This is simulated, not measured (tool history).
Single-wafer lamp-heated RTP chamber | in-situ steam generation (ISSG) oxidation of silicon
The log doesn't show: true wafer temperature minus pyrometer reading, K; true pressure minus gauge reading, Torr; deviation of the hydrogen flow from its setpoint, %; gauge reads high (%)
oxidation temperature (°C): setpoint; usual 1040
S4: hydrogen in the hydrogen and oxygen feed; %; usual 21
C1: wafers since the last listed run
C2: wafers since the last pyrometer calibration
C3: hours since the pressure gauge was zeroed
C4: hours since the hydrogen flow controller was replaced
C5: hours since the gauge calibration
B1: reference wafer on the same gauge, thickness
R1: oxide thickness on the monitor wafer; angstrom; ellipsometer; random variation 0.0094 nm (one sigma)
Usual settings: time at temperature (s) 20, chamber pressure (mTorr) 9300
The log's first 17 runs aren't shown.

{"run": 18, "hour": 218.2, "oxidation temperature (°C)": 1040, "time at temperature (s)": 27, "chamber pressure (mTorr)": 9300, "S4": 21, "C1": 157, "C2": 1172, "C3": 66.1, "C4": 124.9, "C5": 308.7, "B1": 7.442, "R1": 73.21}
{"run": 19, "hour": 243.8, "oxidation temperature (°C)": 1040, "time at temperature (s)": 13, "chamber pressure (mTorr)": 9300, "S4": 21, "C1": 259, "C2": 1432, "C3": 91.7, "C4": 150.5, "C5": 334.3, "B1": 7.441, "R1": 50.53}
{"run": 20, "hour": 252.9, "oxidation temperature (°C)": 1040, "time at temperature (s)": 16, "chamber pressure (mTorr)": 9300, "S4": 29, "C1": 92, "C2": 1525, "C3": 100.8, "C4": 159.6, "C5": 343.4, "B1": 7.441, "R1": 60.43}
{"run": 21, "hour": 259.7, "oxidation temperature (°C)": 1040, "time at temperature (s)": 20, "chamber pressure (mTorr)": 10000, "S4": 21, "C1": 69, "C2": 1594, "C3": 107.6, "C4": 166.4, "C5": 350.2, "B1": 7.443, "R1": 61.97}
{"hour": 260.0, "done": "gauge calibrated"}
{"run": 22, "hour": 268.1, "oxidation temperature (°C)": 1040, "time at temperature (s)": 28, "chamber pressure (mTorr)": 9300, "S4": 21, "C1": 85, "C2": 1679, "C3": 116.0, "C4": 174.8, "C5": 8.1, "B1": 7.438, "R1": 74.9}
{"run": 23, "hour": 284.2, "oxidation temperature (°C)": 1048, "time at temperature (s)": 23, "chamber pressure (mTorr)": 9300, "S4": 21, "C1": 163, "C2": 1842, "C3": 132.1, "C4": 190.9, "C5": 24.2, "B1": 7.44, "R1": 70.46}
{"run": 24, "hour": 296.5, "oxidation temperature (°C)": 1040, "time at temperature (s)": 25, "chamber pressure (mTorr)": 10100, "S4": 21, "C1": 124, "C2": 1967, "C3": 144.4, "C4": 203.2, "C5": 36.5, "B1": 7.442, "R1": 69.44}
{"run": 25, "hour": 309.9, "oxidation temperature (°C)": 1059, "time at temperature (s)": 25, "chamber pressure (mTorr)": 9300, "S4": 21, "C1": 135, "C2": 2103, "C3": 157.8, "C4": 216.6, "C5": 49.9, "B1": 7.437, "R1": 78.33}
{"run": 26, "hour": 320.8, "oxidation temperature (°C)": 1040, "time at temperature (s)": 15, "chamber pressure (mTorr)": 9300, "S4": 21, "C1": 110, "C2": 2214, "C3": 168.7, "C4": 227.5, "C5": 60.8, "B1": 7.438, "R1": 54.25}
{"run": 27, "hour": 336.9, "oxidation temperature (°C)": 1040, "time at temperature (s)": 20, "chamber pressure (mTorr)": 10200, "S4": 21, "C1": 163, "C2": 2377, "C3": 184.8, "C4": 243.6, "C5": 76.9, "B1": 7.438, "R1": 61.84}
{"run": 28, "hour": 350.9, "oxidation temperature (°C)": 1040, "time at temperature (s)": 20, "chamber pressure (mTorr)": 9300, "S4": 21, "C1": 142, "C2": 2519, "C3": 198.8, "C4": 257.6, "C5": 90.9, "B1": 7.441, "R1": 62.88}
{"run": 29, "hour": 361.2, "oxidation temperature (°C)": 1055, "time at temperature (s)": 20, "chamber pressure (mTorr)": 8300, "S4": 17, "C1": 104, "C2": 2624, "C3": 209.1, "C4": 267.9, "C5": 101.2, "B1": 7.439, "R1": 65.42}
{"run": 30, "hour": 376.3, "oxidation temperature (°C)": 1021, "time at temperature (s)": 20, "chamber pressure (mTorr)": 9300, "S4": 15, "C1": 153, "C2": 2777, "C3": 224.2, "C4": 283.0, "C5": 116.3, "B1": 7.438, "R1": 53.22}
{"run": 31, "hour": 393.8, "oxidation temperature (°C)": 1046, "time at temperature (s)": 20, "chamber pressure (mTorr)": 9900, "S4": 16, "C1": 177, "C2": 2955, "C3": 241.7, "C4": 300.5, "C5": 133.8, "B1": 7.438, "R1": 60.71}
{"run": 32, "hour": 407.6, "oxidation temperature (°C)": 1040, "time at temperature (s)": 20, "chamber pressure (mTorr)": 9300, "S4": 13, "C1": 140, "C2": 3095, "C3": 255.5, "C4": 314.3, "C5": 147.6, "B1": 7.439, "R1": 56.78}

3 ways to go on from here, each from the tool as it stands after run 32. What would each give?
{"run": "A", "hour": 408.0, "oxidation temperature (°C)": 1040, "time at temperature (s)": 14, "chamber pressure (mTorr)": 9300, "S4": 21, "C1": 4, "C2": 3099, "C3": 255.9, "C4": 314.7, "C5": 148.0, "B1": "?", "R1": "?"}
{"run": "B", "hour": 408.0, "oxidation temperature (°C)": 1035, "time at temperature (s)": 20, "chamber pressure (mTorr)": 9300, "S4": 21, "C1": 4, "C2": 3099, "C3": 255.9, "C4": 314.7, "C5": 148.0, "B1": "?", "R1": "?"}
{"run": "C", "hour": 408.0, "oxidation temperature (°C)": 1053, "time at temperature (s)": 25, "chamber pressure (mTorr)": 9300, "S4": 21, "C1": 4, "C2": 3099, "C3": 255.9, "C4": 314.7, "C5": 148.0, "B1": "?", "R1": "?"}

run=A B1=7.438 R1=52.50
run=B B1=7.438 R1=61.20
run=C B1=7.438 R1=75.80
Without the tool's hidden state the same runs would have given:
run=A R1=52.33
run=B R1=60.98
run=C R1=75.50

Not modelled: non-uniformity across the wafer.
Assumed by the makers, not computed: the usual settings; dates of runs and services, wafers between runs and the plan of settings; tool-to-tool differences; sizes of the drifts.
